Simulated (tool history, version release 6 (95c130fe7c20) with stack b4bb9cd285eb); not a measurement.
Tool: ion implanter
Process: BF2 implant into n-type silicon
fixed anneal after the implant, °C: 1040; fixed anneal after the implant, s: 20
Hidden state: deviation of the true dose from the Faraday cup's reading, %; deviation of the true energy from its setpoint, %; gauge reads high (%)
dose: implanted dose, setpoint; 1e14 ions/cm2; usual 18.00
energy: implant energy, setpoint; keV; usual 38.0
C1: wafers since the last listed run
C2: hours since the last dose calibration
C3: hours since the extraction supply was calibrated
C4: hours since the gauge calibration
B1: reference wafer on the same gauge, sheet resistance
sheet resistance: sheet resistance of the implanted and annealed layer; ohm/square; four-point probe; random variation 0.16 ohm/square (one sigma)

run 1 hour=0.0 | dose=18.00 energy=34.0 | C1=0 C2=1985.0 C3=2735.5 C4=361.9 | B1=87.78 | sheet_resistance=110.78
run 2 hour=32.1 | dose=18.00 energy=34.0 | C1=672 C2=2017.1 C3=2767.6 C4=394.0 | B1=87.74 | sheet_resistance=110.49
run 3 hour=48.8 | dose=18.00 energy=38.0 | C1=350 C2=2033.8 C3=2784.3 C4=410.7 | B1=87.75 | sheet_resistance=106.13
run 4 hour=70.3 | dose=18.00 energy=38.0 | C1=450 C2=2055.3 C3=2805.8 C4=432.2 | B1=87.75 | sheet_resistance=106.12
run 5 hour=105.5 | dose=21.08 energy=40.5 | C1=737 C2=2090.5 C3=2841.0 C4=467.4 | B1=87.66 | sheet_resistance=99.83
run 6 hour=136.8 | dose=21.08 energy=40.5 | C1=656 C2=2121.8 C3=2872.3 C4=498.7 | B1=87.68 | sheet_resistance=99.66
run 7 hour=149.1 | dose=18.00 energy=38.0 | C1=257 C2=2134.1 C3=2884.6 C4=511.0 | B1=87.67 | sheet_resistance=105.90
run 8 hour=171.1 | dose=18.00 energy=38.0 | C1=461 C2=2156.1 C3=2906.6 C4=533.0 | B1=87.60 | sheet_resistance=105.94
run 9 hour=204.7 | dose=18.00 energy=38.0 | C1=704 C2=2189.7 C3=2940.2 C4=566.6 | B1=87.62 | sheet_resistance=105.86
run 10 hour=225.1 | dose=18.00 energy=38.0 | C1=427 C2=2210.1 C3=2960.6 C4=587.0 | B1=87.57 | sheet_resistance=105.69
run 11 hour=258.4 | dose=18.00 energy=38.0 | C1=697 C2=2243.4 C3=2993.9 C4=620.3 | B1=87.56 | sheet_resistance=106.23
-- hour=271.6 extraction supply calibrated
run 12 hour=281.5 | dose=14.04 energy=38.0 | C1=316 C2=2266.5 C3=9.9 C4=643.4 | B1=87.58 | sheet_resistance=115.24
run 13 hour=317.2 | dose=18.00 energy=31.0 | C1=748 C2=2302.2 C3=45.6 C4=679.1 | B1=87.57 | sheet_resistance=114.42
run 14 hour=333.4 | dose=18.00 energy=32.0 | C1=339 C2=2318.4 C3=61.8 C4=695.3 | B1=87.53 | sheet_resistance=113.26
run 15 hour=362.1 | dose=18.00 energy=47.0 | C1=601 C2=2347.1 C3=90.5 C4=724.0 | B1=87.54 | sheet_resistance=97.61
run 16 hour=376.4 | dose=12.62 energy=42.0 | C1=299 C2=2361.4 C3=104.8 C4=738.3 | B1=87.50 | sheet_resistance=117.77
run 17 hour=391.5 | dose=18.00 energy=48.5 | C1=316 C2=2376.5 C3=119.9 C4=753.4 | B1=87.51 | sheet_resistance=96.55
-- hour=416.8 gauge calibrated
-- hour=427.9 Faraday cup replaced and dose calibrated
run 18 hour=428.4 | dose=18.00 energy=48.5 | C1=605 C2=0.5 C3=156.8 C4=11.6 | B1=89.01 | sheet_resistance=98.26
run 19 hour=449.8 | dose=15.47 energy=47.0 | C1=448 C2=21.9 C3=178.2 C4=33.0 | B1=88.84 | sheet_resistance=105.03
run 20 hour=468.3 | dose=13.03 energy=50.5 | C1=387 C2=40.4 C3=196.7 C4=51.5 | B1=88.73 | sheet_resistance=112.39
run 21 hour=485.9 | dose=15.10 energy=31.0 | C1=368 C2=58.0 C3=214.3 C4=69.1 | B1=88.70 | sheet_resistance=121.35
run 22 hour=503.1 | dose=22.88 energy=38.0 | C1=360 C2=75.2 C3=231.5 C4=86.3 | B1=88.62 | sheet_resistance=102.29
run 23 hour=535.4 | dose=21.07 energy=38.0 | C1=676 C2=107.5 C3=263.8 C4=118.6 | B1=88.50 | sheet_resistance=103.48
run 24 hour=555.9 | dose=18.00 energy=34.0 | C1=429 C2=128.0 C3=284.3 C4=139.1 | B1=88.40 | sheet_resistance=111.79
run 25 hour=570.3 | dose=19.86 energy=26.5 | C1=301 C2=142.4 C3=298.7 C4=153.5 | B1=88.33 | sheet_resistance=120.28
run 26 hour=603.1 | dose=18.00 energy=38.0 | C1=687 C2=175.2 C3=331.5 C4=186.3 | B1=88.24 | sheet_resistance=106.63
run 27 hour=657.3 | dose=22.45 energy=38.0 | C1=1135 C2=229.4 C3=385.7 C4=240.5 | B1=88.11 | sheet_resistance=101.86

Hidden state or all else? Some run-to-run changes of sheet resistance, split into what the settings, what came in and random variation would give without the hidden state, and what is left for the hidden state (with any gauge scatter that isn't in both results):
Run 15 -> 16: dose 18.00 -> 12.62, energy 47.0 -> 42.0. sheet resistance +20.16 ohm/square: hidden state -0.35, all else +20.51.
Run 16 -> 17: dose 12.62 -> 18.00, energy 42.0 -> 48.5. sheet resistance -21.22 ohm/square: hidden state +0.35, all else -21.57.
Run 17 -> 18: gauge calibrated, Faraday cup replaced and dose calibrated. sheet resistance +1.71 ohm/square: hidden state +1.61, all else +0.10.

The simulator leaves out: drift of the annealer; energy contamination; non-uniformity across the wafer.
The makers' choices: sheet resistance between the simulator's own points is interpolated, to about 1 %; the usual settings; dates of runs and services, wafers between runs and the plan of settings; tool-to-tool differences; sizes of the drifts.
